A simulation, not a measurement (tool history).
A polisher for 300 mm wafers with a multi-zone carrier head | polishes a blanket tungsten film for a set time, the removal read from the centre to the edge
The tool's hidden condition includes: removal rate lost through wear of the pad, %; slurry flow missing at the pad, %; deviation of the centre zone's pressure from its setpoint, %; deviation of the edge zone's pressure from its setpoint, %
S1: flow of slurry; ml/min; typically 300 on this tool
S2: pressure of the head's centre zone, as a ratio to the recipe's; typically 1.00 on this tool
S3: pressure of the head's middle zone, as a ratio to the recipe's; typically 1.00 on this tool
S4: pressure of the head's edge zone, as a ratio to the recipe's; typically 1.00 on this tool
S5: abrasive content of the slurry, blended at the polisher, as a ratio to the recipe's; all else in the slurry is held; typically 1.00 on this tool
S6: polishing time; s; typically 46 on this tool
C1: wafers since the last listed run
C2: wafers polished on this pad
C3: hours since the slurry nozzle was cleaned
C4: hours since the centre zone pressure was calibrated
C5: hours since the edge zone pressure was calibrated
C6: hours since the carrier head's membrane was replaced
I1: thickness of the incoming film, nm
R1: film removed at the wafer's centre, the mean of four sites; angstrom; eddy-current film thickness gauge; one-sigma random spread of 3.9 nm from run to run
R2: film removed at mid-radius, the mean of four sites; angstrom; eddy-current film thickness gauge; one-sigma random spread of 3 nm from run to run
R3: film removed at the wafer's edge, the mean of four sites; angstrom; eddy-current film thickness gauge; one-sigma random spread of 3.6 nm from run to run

run   hour   S1    S2    S3    S4    S5  S6   C1    C2     C3      C4      C5      C6      I1    R1    R2    R3
  1    0.0  300  1.00  1.00  1.00  1.00  46    0   987  144.1  1018.9  1134.0   801.3  1371.3  2707  2701  2660
      34.7  -- worn pad replaced by a new one
  2   35.8  300  1.00  1.00  1.00  1.00  46  288    10  179.9  1054.7  1169.8   837.1  1386.0  2812  2667  2669
  3   76.2  300  1.00  1.00  1.00  1.00  46  365   376  220.3  1095.1  1210.2   877.5  1366.0  2683  2733  2724
  4  143.9  300  1.00  1.00  1.00  1.00  46  613   989  288.0  1162.8  1277.9   945.2  1387.4  2710  2721  2673
     178.5  -- worn pad replaced by a new one
  5  214.9  300  1.00  1.00  1.00  1.00  46  606   329  359.0  1233.8  1348.9  1016.2  1393.7  2704  2630  2673
  6  249.4  300  1.00  1.00  1.00  1.00  46  312   642  393.5  1268.3  1383.4  1050.7  1379.3  2768  2657  2598
     293.3  -- worn pad replaced by a new one
  7  304.4  250  1.00  1.00  1.00  1.00  46  462   100  448.5  1323.3  1438.4  1105.7  1379.1  2590  2556  2574
     363.7  -- edge zone pressure recalibrated
  8  375.1  300  1.08  1.00  1.00  1.00  46  622   722  519.2  1394.0    11.4  1176.4  1384.7  2893  2624  2562
     404.1  -- carrier head's membrane replaced by a new one
     429.2  -- worn pad replaced by a new one
  9  445.4  200  1.00  1.09  1.00  1.00  46  555   146  589.5  1464.3    81.7    41.3  1403.2  2409  2556  2418
     450.2  -- centre zone pressure recalibrated
 10  489.8  300  1.00  1.00  1.06  1.10  37  384   530  633.9    39.6   126.1    85.7  1379.4  2107  2095  2126
     506.6  -- slurry nozzle cleaned
 11  520.2  300  1.00  1.00  1.00  1.00  57  266   797   13.6    70.0   156.5   116.1  1366.9  3481  3407  3301
 12  549.7  300  1.00  1.00  1.00  1.00  46  267  1064   43.1    99.5   186.0   145.6  1376.1  2834  2752  2727
     573.4  -- worn pad replaced by a new one
 13  580.3  300  0.91  1.00  1.00  1.00  46  240    62   73.7   130.1   216.6   176.2  1372.1  2512  2725  2668
 14  641.0  300  1.06  1.00  0.89  1.10  46  549   612  134.4   190.8   277.3   236.9  1350.0  2932  2791  2604

Predict each of these 4 candidate next runs independently; none follows another, all start after run 14:
  A  641.4  300  1.00  1.00  1.00  1.00  46   3  615  134.8  191.2  277.7  237.3  1351.3   ?   ?   ?
  B  641.4  395  0.88  1.00  1.00  1.00  46   3  615  134.8  191.2  277.7  237.3  1351.3   ?   ?   ?
  C  641.4  300  1.06  1.00  1.00  0.75  46   3  615  134.8  191.2  277.7  237.3  1351.3   ?   ?   ?
  D  641.4  385  1.00  1.07  1.09  1.20  46   3  615  134.8  191.2  277.7  237.3  1351.3   ?   ?   ?

run    R1    R2    R3
  A  2701  2704  2764
  B  2443  2776  2819
  C  2712  2559  2617
  D  2878  3041  3015
Take away the tool's hidden state, keep each run's random variation, and the runs would have read:
run    R1    R2    R3
  A  2738  2737  2790
  B  2468  2802  2839
  C  2749  2590  2641
  D  2908  3071  3038
